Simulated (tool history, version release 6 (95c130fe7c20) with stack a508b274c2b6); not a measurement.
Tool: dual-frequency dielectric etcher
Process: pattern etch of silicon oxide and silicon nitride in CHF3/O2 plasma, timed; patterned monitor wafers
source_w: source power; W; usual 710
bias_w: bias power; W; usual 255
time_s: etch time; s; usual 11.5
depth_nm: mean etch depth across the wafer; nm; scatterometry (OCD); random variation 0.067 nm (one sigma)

run   hour  source_w  bias_w  time_s  read-back reference wafer on the same gauge, depth_nm  depth_nm
  1    0.0       710     255    11.5                                                  23.31     19.31
  2   34.2       710     255    11.5                                                  23.30     19.30
  3   55.4       710     232     8.5                                                  23.27     13.65
  4   90.3       710     232     8.5                                                  23.30     13.65
  5  111.4       710     255    11.5                                                  23.29     19.20
  6  131.7       850     255    13.5                                                  23.32     23.66
  7  167.6       710     255    11.5                                                  23.32     19.03
  8  193.1       710     255    11.5                                                  23.30     18.94
  9  219.3       710     255    11.5                                                  23.28     18.87
 10  247.7       710     255    11.5                                                  23.31     18.92
 11  260.6       710     271    11.5                                                  23.30     19.51
 12  283.8       600     255    11.5                                                  23.29     18.07
 13  316.6       710     237    11.5                                                  23.31     18.28
     328.3  -- source power generator calibrated
     340.3  -- gauge calibrated
     340.9  -- wet clean of the chamber
     410.5  -- bias power generator calibrated
     427.9  -- wet clean of the chamber, repeated, since the last time left the tool worse
 14  428.4       570     227     9.5                                                  23.30     14.40

Forecast run 15:
 15  429.3       710     255     9.5                                                      ?         ?

{"run 15": {"read-back reference wafer on the same gauge, depth_nm": 23.32, "depth_nm": 16.14}}
Without the tool's hidden state the same run would have given depth_nm 16.24 nm.
